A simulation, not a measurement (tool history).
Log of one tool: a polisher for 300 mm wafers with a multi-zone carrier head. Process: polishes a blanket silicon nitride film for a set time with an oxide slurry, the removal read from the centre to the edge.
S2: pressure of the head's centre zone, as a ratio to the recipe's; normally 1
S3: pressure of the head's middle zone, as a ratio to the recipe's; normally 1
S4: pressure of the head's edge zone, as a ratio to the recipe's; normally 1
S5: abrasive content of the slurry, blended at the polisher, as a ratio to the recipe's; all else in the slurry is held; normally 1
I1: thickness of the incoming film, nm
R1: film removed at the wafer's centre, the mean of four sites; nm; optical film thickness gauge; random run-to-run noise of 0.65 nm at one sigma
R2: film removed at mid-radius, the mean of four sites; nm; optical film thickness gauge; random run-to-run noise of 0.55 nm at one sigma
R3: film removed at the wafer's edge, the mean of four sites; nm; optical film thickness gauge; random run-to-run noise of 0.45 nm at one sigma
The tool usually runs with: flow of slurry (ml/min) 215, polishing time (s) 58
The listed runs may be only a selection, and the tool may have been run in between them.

run 1 hour=0 | flow_of_slurry_(ml/min)=215 S2=1.1 S3=1 S4=0.88 S5=0.8 polishing_time_(s)=58 | I1=259.3 | R1=42.4 R2=43.1 R3=43.2
-- hour=19.1 centre zone pressure recalibrated
run 2 hour=85 | flow_of_slurry_(ml/min)=145 S2=0.89 S3=1.09 S4=1 S5=1 polishing_time_(s)=58 | I1=260 | R1=38 R2=46.3 R3=46.4
run 3 hour=188.5 | flow_of_slurry_(ml/min)=215 S2=1 S3=1 S4=1 S5=1 polishing_time_(s)=58 | I1=259.4 | R1=46.3 R2=47.2 R3=49.4
-- hour=200.3 slurry nozzle cleaned
run 4 hour=254.6 | flow_of_slurry_(ml/min)=165 S2=1.05 S3=1 S4=1 S5=1 polishing_time_(s)=58 | I1=260 | R1=45.2 R2=45.9 R3=47.1
run 5 hour=353.1 | flow_of_slurry_(ml/min)=215 S2=1 S3=0.94 S4=1 S5=1 polishing_time_(s)=58 | I1=257.9 | R1=44.9 R2=45.6 R3=49.5
-- hour=403.8 worn pad replaced by a new one
run 6 hour=437.6 | flow_of_slurry_(ml/min)=215 S2=1 S3=1 S4=1 S5=1 polishing_time_(s)=58 | I1=260.9 | R1=43.6 R2=46.2 R3=50
run 7 hour=481.7 | flow_of_slurry_(ml/min)=170 S2=1 S3=0.9 S4=1 S5=0.85 polishing_time_(s)=58 | I1=258.1 | R1=40.7 R2=38.9 R3=45.4
run 8 hour=556.9 | flow_of_slurry_(ml/min)=215 S2=1 S3=1.1 S4=1 S5=1 polishing_time_(s)=58 | I1=258.1 | R1=43 R2=50.7 R3=49.1
run 9 hour=659.7 | flow_of_slurry_(ml/min)=175 S2=1 S3=1 S4=1.1 S5=1 polishing_time_(s)=58 | I1=259.3 | R1=41.2 R2=45.1 R3=50.5
-- hour=726 edge zone pressure recalibrated
run 10 hour=742.5 | flow_of_slurry_(ml/min)=215 S2=1.07 S3=1 S4=1 S5=0.75 polishing_time_(s)=58 | I1=263.5 | R1=41.4 R2=43 R3=45.7
run 11 hour=807.9 | flow_of_slurry_(ml/min)=170 S2=1 S3=1 S4=0.96 S5=1 polishing_time_(s)=58 | I1=260.4 | R1=39.9 R2=45.6 R3=46.3
-- hour=899.1 centre zone pressure recalibrated
run 12 hour=906.6 | flow_of_slurry_(ml/min)=215 S2=1 S3=1 S4=0.94 S5=1 polishing_time_(s)=58 | I1=260.8 | R1=47.4 R2=46.7 R3=47.9
-- hour=921.6 slurry nozzle cleaned
run 13 hour=993.2 | flow_of_slurry_(ml/min)=215 S2=1.04 S3=1 S4=1.09 S5=0.8 polishing_time_(s)=74 | I1=263.5 | R1=56 R2=55.6 R3=60.5
run 14 hour=1065.3 | flow_of_slurry_(ml/min)=215 S2=1 S3=1 S4=1 S5=1 polishing_time_(s)=58 | I1=257.8 | R1=46.3 R2=45.6 R3=49.6
run 15 hour=1116.8 | flow_of_slurry_(ml/min)=165 S2=1.05 S3=1 S4=1 S5=1 polishing_time_(s)=58 | I1=262 | R1=44.9 R2=44.9 R3=48
-- hour=1147.9 worn pad replaced by a new one
run 16 hour=1178.2 | flow_of_slurry_(ml/min)=195 S2=1.05 S3=1 S4=1 S5=1 polishing_time_(s)=58 | I1=263.1 | R1=45.9 R2=46.2 R3=48.5
run 17 hour=1373.7 | flow_of_slurry_(ml/min)=275 S2=1 S3=1 S4=1 S5=1 polishing_time_(s)=58 | I1=259.8 | R1=45.2 R2=48.1 R3=50.8
-- hour=1450.6 carrier head's membrane replaced by a new one
run 18 hour=1452.1 | flow_of_slurry_(ml/min)=215 S2=1 S3=1.11 S4=1.05 S5=1.2 polishing_time_(s)=77 | I1=261.1 | R1=60.4 R2=71.6 R3=69.3
-- hour=1484.4 edge zone pressure recalibrated
run 19 hour=1549.4 | flow_of_slurry_(ml/min)=215 S2=1 S3=1 S4=0.96 S5=1.15 polishing_time_(s)=58 | I1=258.4 | R1=43.2 R2=48.7 R3=50.6
-- hour=1644.2 centre zone pressure recalibrated
run 20 hour=1678.6 | flow_of_slurry_(ml/min)=215 S2=1.05 S3=1 S4=1 S5=1 polishing_time_(s)=58 | I1=261.1 | R1=49.4 R2=46 R3=50
-- hour=1714.3 slurry nozzle cleaned
run 21 hour=1740.2 | flow_of_slurry_(ml/min)=215 S2=1 S3=1 S4=1 S5=1 polishing_time_(s)=58 | I1=258.9 | R1=46.2 R2=46.4 R3=49.1
run 22 hour=1780.2 | flow_of_slurry_(ml/min)=275 S2=0.97 S3=1 S4=1.1 S5=1.15 polishing_time_(s)=58 | I1=259 | R1=49.3 R2=50.9 R3=53.5

Each row is a separate what-if for the run after 22, all from the same tool condition, not one after another. Results?
run A hour=1780.6 | flow_of_slurry_(ml/min)=215 S2=1 S3=1 S4=1 S5=1 polishing_time_(s)=39 | I1=261.2 | R1=? R2=? R3=?
run B hour=1780.6 | flow_of_slurry_(ml/min)=215 S2=1 S3=0.92 S4=1 S5=0.75 polishing_time_(s)=73 | I1=261.2 | R1=? R2=? R3=?
run C hour=1780.6 | flow_of_slurry_(ml/min)=215 S2=0.97 S3=1 S4=0.95 S5=0.9 polishing_time_(s)=58 | I1=261.2 | R1=? R2=? R3=?

run=A R1=31.1 R2=31.5 R3=33.3
run=B R1=53.4 R2=50.7 R3=57.2
run=C R1=43.4 R2=45.4 R3=47
The same runs, with their run-to-run variation unchanged, on a tool lacking any hidden condition would have given:
run=A R1=31.5 R2=31.5 R3=33.3
run=B R1=54.1 R2=50.7 R3=57.2
run=C R1=44 R2=45.4 R3=47

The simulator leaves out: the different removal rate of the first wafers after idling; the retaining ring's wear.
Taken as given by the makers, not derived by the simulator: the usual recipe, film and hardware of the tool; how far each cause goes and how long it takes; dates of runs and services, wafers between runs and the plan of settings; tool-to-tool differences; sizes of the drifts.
